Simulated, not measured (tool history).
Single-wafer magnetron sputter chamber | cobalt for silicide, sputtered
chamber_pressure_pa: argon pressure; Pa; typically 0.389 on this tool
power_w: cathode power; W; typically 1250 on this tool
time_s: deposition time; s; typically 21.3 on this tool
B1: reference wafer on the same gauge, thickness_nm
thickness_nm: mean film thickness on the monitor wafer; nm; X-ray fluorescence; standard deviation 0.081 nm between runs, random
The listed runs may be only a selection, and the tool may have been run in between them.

run 1 hour=0 | chamber_pressure_pa=0.389 power_w=1250 time_s=18.1 | B1=16.105 | thickness_nm=11.838
run 2 hour=41.8 | chamber_pressure_pa=0.389 power_w=1250 time_s=18.1 | B1=16.104 | thickness_nm=11.87
run 3 hour=90.6 | chamber_pressure_pa=0.389 power_w=1350 time_s=19.3 | B1=16.111 | thickness_nm=13.273
run 4 hour=159.6 | chamber_pressure_pa=0.389 power_w=1250 time_s=21.3 | B1=16.135 | thickness_nm=13.369
-- hour=183.5 sputter target and shields replaced
run 5 hour=196.9 | chamber_pressure_pa=0.389 power_w=1250 time_s=21.3 | B1=16.092 | thickness_nm=14.077
run 6 hour=260.5 | chamber_pressure_pa=0.389 power_w=1250 time_s=21.3 | B1=16.079 | thickness_nm=14.007
run 7 hour=307.3 | chamber_pressure_pa=0.389 power_w=1250 time_s=21.3 | B1=16.076 | thickness_nm=14.01
run 8 hour=360.6 | chamber_pressure_pa=0.389 power_w=1250 time_s=21.3 | B1=16.073 | thickness_nm=13.984
run 9 hour=429.1 | chamber_pressure_pa=0.389 power_w=1250 time_s=21.3 | B1=16.09 | thickness_nm=13.729
run 10 hour=472.2 | chamber_pressure_pa=0.389 power_w=1250 time_s=21.3 | B1=16.112 | thickness_nm=13.646
-- hour=487.6 sputter target and shields replaced
run 11 hour=543.7 | chamber_pressure_pa=0.389 power_w=1250 time_s=21.3 | B1=16.089 | thickness_nm=14.046
run 12 hour=573.9 | chamber_pressure_pa=0.389 power_w=1250 time_s=21.3 | B1=16.089 | thickness_nm=14.11
-- hour=584.7 gauge calibrated
run 13 hour=623.9 | chamber_pressure_pa=0.389 power_w=1250 time_s=21.3 | B1=16.103 | thickness_nm=13.952
run 14 hour=660.2 | chamber_pressure_pa=0.389 power_w=1250 time_s=21.3 | B1=16.101 | thickness_nm=13.876
-- hour=700.1 magnet pack replaced
-- hour=739.1 capacitance manometer re-zeroed and calibrated
run 15 hour=739.6 | chamber_pressure_pa=0.389 power_w=1250 time_s=21.3 | B1=16.12 | thickness_nm=13.705
run 16 hour=774.3 | chamber_pressure_pa=0.389 power_w=1250 time_s=21.3 | B1=16.128 | thickness_nm=13.549
-- hour=837.7 sputter target and shields replaced
run 17 hour=844.7 | chamber_pressure_pa=0.389 power_w=1250 time_s=22.5 | B1=16.082 | thickness_nm=14.989
run 18 hour=884.8 | chamber_pressure_pa=0.444 power_w=1450 time_s=19.8 | B1=16.105 | thickness_nm=15.061
run 19 hour=910.8 | chamber_pressure_pa=0.461 power_w=1400 time_s=20 | B1=16.115 | thickness_nm=14.567
run 20 hour=970.6 | chamber_pressure_pa=0.306 power_w=1250 time_s=22.4 | B1=16.104 | thickness_nm=15.049
run 21 hour=1010.2 | chamber_pressure_pa=0.341 power_w=1350 time_s=24.5 | B1=16.108 | thickness_nm=17.428
run 22 hour=1054.4 | chamber_pressure_pa=0.389 power_w=1250 time_s=21.3 | B1=16.114 | thickness_nm=13.801
run 23 hour=1078.5 | chamber_pressure_pa=0.499 power_w=1350 time_s=17.6 | B1=16.1 | thickness_nm=11.924
-- hour=1114 sputter target and shields replaced
run 24 hour=1150.4 | chamber_pressure_pa=0.389 power_w=1150 time_s=18.8 | B1=16.091 | thickness_nm=11.454
run 25 hour=1189.2 | chamber_pressure_pa=0.389 power_w=1250 time_s=21.3 | B1=16.079 | thickness_nm=13.959
run 26 hour=1234.5 | chamber_pressure_pa=0.389 power_w=1250 time_s=22.9 | B1=16.098 | thickness_nm=15.01
run 27 hour=1295.4 | chamber_pressure_pa=0.389 power_w=1250 time_s=21.3 | B1=16.1 | thickness_nm=13.918
run 28 hour=1329.3 | chamber_pressure_pa=0.443 power_w=1050 time_s=22.8 | B1=16.093 | thickness_nm=12.34
run 29 hour=1360.8 | chamber_pressure_pa=0.444 power_w=1450 time_s=19.8 | B1=16.073 | thickness_nm=14.561
-- hour=1412.7 sputter target and shields replaced
run 30 hour=1505 | chamber_pressure_pa=0.389 power_w=1400 time_s=23.9 | B1=16.094 | thickness_nm=17.442
run 31 hour=1552.6 | chamber_pressure_pa=0.389 power_w=1100 time_s=25.2 | B1=16.103 | thickness_nm=14.625
run 32 hour=1621.5 | chamber_pressure_pa=0.389 power_w=1150 time_s=21.3 | B1=16.104 | thickness_nm=12.73

Had the tool no unlogged condition, and each run kept its random variation, what would the results have been?
The tool's hidden condition here consists of: deposition rate above that of a new target (%); true argon pressure above the setpoint (%); gauge reads high (%).
run=1 thickness_nm=12.051
run=2 thickness_nm=12.18
run=3 thickness_nm=13.777
run=4 thickness_nm=14.163
run=5 thickness_nm=14.108
run=6 thickness_nm=14.075
run=7 thickness_nm=14.14
run=8 thickness_nm=14.221
run=9 thickness_nm=14.155
run=10 thickness_nm=14.225
run=11 thickness_nm=14.077
run=12 thickness_nm=14.169
run=13 thickness_nm=14.083
run=14 thickness_nm=14.08
run=15 thickness_nm=14.131
run=16 thickness_nm=14.096
run=17 thickness_nm=14.995
run=18 thickness_nm=15.083
run=19 thickness_nm=14.608
run=20 thickness_nm=15.179
run=21 thickness_nm=17.679
run=22 thickness_nm=14.114
run=23 thickness_nm=12.258
run=24 thickness_nm=11.526
run=25 thickness_nm=14.075
run=26 thickness_nm=15.198
run=27 thickness_nm=14.215
run=28 thickness_nm=12.684
run=29 thickness_nm=15.071
run=30 thickness_nm=17.6
run=31 thickness_nm=14.834
run=32 thickness_nm=13.059
